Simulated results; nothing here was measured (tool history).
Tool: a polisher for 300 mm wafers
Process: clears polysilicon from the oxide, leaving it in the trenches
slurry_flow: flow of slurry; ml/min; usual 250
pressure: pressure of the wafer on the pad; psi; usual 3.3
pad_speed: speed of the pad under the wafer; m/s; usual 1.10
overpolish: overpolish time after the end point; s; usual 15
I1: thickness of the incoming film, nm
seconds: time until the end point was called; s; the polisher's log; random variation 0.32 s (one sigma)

{"run": 1, "hour": 0.0, "slurry_flow": 250, "pressure": 3.3, "pad_speed": 1.24, "overpolish": 15, "I1": 591.2, "seconds": 30.7}
{"run": 2, "hour": 9.2, "slurry_flow": 310, "pressure": 3.3, "pad_speed": 1.1, "overpolish": 15, "I1": 590.1, "seconds": 33.4}
{"run": 3, "hour": 26.4, "slurry_flow": 310, "pressure": 3.3, "pad_speed": 1.1, "overpolish": 15, "I1": 578.8, "seconds": 32.7}
{"run": 4, "hour": 36.2, "slurry_flow": 250, "pressure": 3.3, "pad_speed": 1.1, "overpolish": 15, "I1": 585.2, "seconds": 33.3}
{"run": 5, "hour": 46.1, "slurry_flow": 250, "pressure": 3.3, "pad_speed": 1.1, "overpolish": 15, "I1": 578.5, "seconds": 33.5}
{"run": 6, "hour": 60.6, "slurry_flow": 250, "pressure": 3.3, "pad_speed": 1.1, "overpolish": 12, "I1": 586.7, "seconds": 34.4}
{"run": 7, "hour": 69.7, "slurry_flow": 250, "pressure": 3.3, "pad_speed": 1.1, "overpolish": 12, "I1": 590.2, "seconds": 34.2}
{"run": 8, "hour": 83.1, "slurry_flow": 250, "pressure": 3.3, "pad_speed": 1.1, "overpolish": 15, "I1": 601.9, "seconds": 34.9}
{"run": 9, "hour": 90.5, "slurry_flow": 250, "pressure": 3.3, "pad_speed": 1.1, "overpolish": 15, "I1": 589.6, "seconds": 34.3}
{"hour": 98.8, "done": "worn pad replaced by a new one"}
{"run": 10, "hour": 99.9, "slurry_flow": 250, "pressure": 3.3, "pad_speed": 1.1, "overpolish": 15, "I1": 585.4, "seconds": 33.6}
{"run": 11, "hour": 112.0, "slurry_flow": 250, "pressure": 3.3, "pad_speed": 1.1, "overpolish": 15, "I1": 603.6, "seconds": 34.7}
{"run": 12, "hour": 127.0, "slurry_flow": 165, "pressure": 2.3, "pad_speed": 1.1, "overpolish": 15, "I1": 587.0, "seconds": 49.2}
{"run": 13, "hour": 139.6, "slurry_flow": 250, "pressure": 2.3, "pad_speed": 0.76, "overpolish": 18, "I1": 590.1, "seconds": 68.3}
{"run": 14, "hour": 146.9, "slurry_flow": 250, "pressure": 3.3, "pad_speed": 1.1, "overpolish": 10, "I1": 597.6, "seconds": 34.3}
{"run": 15, "hour": 164.4, "slurry_flow": 250, "pressure": 3.3, "pad_speed": 1.1, "overpolish": 15, "I1": 593.9, "seconds": 34.7}
{"run": 16, "hour": 180.4, "slurry_flow": 225, "pressure": 3.3, "pad_speed": 1.26, "overpolish": 10, "I1": 597.0, "seconds": 30.8}
{"hour": 196.5, "done": "worn pad replaced by a new one"}
{"hour": 197.4, "done": "slurry nozzle cleaned"}
{"run": 17, "hour": 197.9, "slurry_flow": 295, "pressure": 3.9, "pad_speed": 1.44, "overpolish": 15, "I1": 591.9, "seconds": 21.0}
{"run": 18, "hour": 210.7, "slurry_flow": 250, "pressure": 3.3, "pad_speed": 1.1, "overpolish": 15, "I1": 595.5, "seconds": 32.7}
{"run": 19, "hour": 218.3, "slurry_flow": 250, "pressure": 3.3, "pad_speed": 1.1, "overpolish": 15, "I1": 588.0, "seconds": 32.0}
{"run": 20, "hour": 224.6, "slurry_flow": 250, "pressure": 3.3, "pad_speed": 1.1, "overpolish": 15, "I1": 594.6, "seconds": 32.5}
{"run": 21, "hour": 230.9, "slurry_flow": 225, "pressure": 3.3, "pad_speed": 0.74, "overpolish": 8, "I1": 578.1, "seconds": 47.5}
{"run": 22, "hour": 240.0, "slurry_flow": 250, "pressure": 3.3, "pad_speed": 1.1, "overpolish": 15, "I1": 591.3, "seconds": 32.4}
{"run": 23, "hour": 256.6, "slurry_flow": 170, "pressure": 3.3, "pad_speed": 1.2, "overpolish": 13, "I1": 598.0, "seconds": 30.6}

The next listed run, before its measurement:
{"run": 24, "hour": 273.5, "slurry_flow": 250, "pressure": 3.3, "pad_speed": 1.1, "overpolish": 15, "I1": 591.6, "seconds": "?"}

Run 24 gave seconds 32.6 s.
Without the tool's hidden state the same run would have given seconds 36.1 s.
